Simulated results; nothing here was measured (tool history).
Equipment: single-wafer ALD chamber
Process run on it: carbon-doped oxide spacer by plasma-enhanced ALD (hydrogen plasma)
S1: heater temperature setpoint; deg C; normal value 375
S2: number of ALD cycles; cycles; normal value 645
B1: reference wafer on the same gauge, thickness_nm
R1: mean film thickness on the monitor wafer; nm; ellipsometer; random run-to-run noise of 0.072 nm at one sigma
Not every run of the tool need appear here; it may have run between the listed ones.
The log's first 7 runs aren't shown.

run   hour   S1   S2      B1      R1
  8  164.5  375  645  27.808  28.953
  9  187.3  375  645  27.794   28.97
 10  212.1  375  645  27.771  28.892
 11  231.6  375  645  27.801  29.038
 12  263.9  375  645  27.811  28.841
 13  284.6  375  645  27.804  29.089
     314.3  -- thermocouple changed; heater temperature recalibrated
 14  319.6  375  645  27.781  28.976
 15  340.5  375  645  27.821  28.889
 16  359.1  375  645  27.787  29.013
 17  389.6  375  645  27.805   28.95
 18  406.7  375  645  27.818  28.858
 19  424.7  375  737    27.8  32.919
 20  440.3  368  546  27.815  24.412
 21    459  375  645  27.805  29.069
 22  479.1  375  645  27.782  28.845
 23    494  367  568  27.799  25.443
 24  526.5  371  770  27.793  34.631
 25  558.3  375  645  27.792  28.989
     560.6  -- gauge calibrated
 26  587.5  367  595  27.803  26.659
 27  606.9  375  523  27.762  23.447
 28  659.9  388  645  27.785  28.891
 29  686.5  375  769  27.796  34.545
 30  710.2  363  560  27.762  25.207
 31  739.1  365  725  27.776  32.509

Forecast run 32:
 32  758.4  375  645   ?   ?

B1: 27.777
R1: 28.905 nm
Were there no unlogged condition in the tool, this run, its random variation unchanged, would have produced R1 28.905 nm.
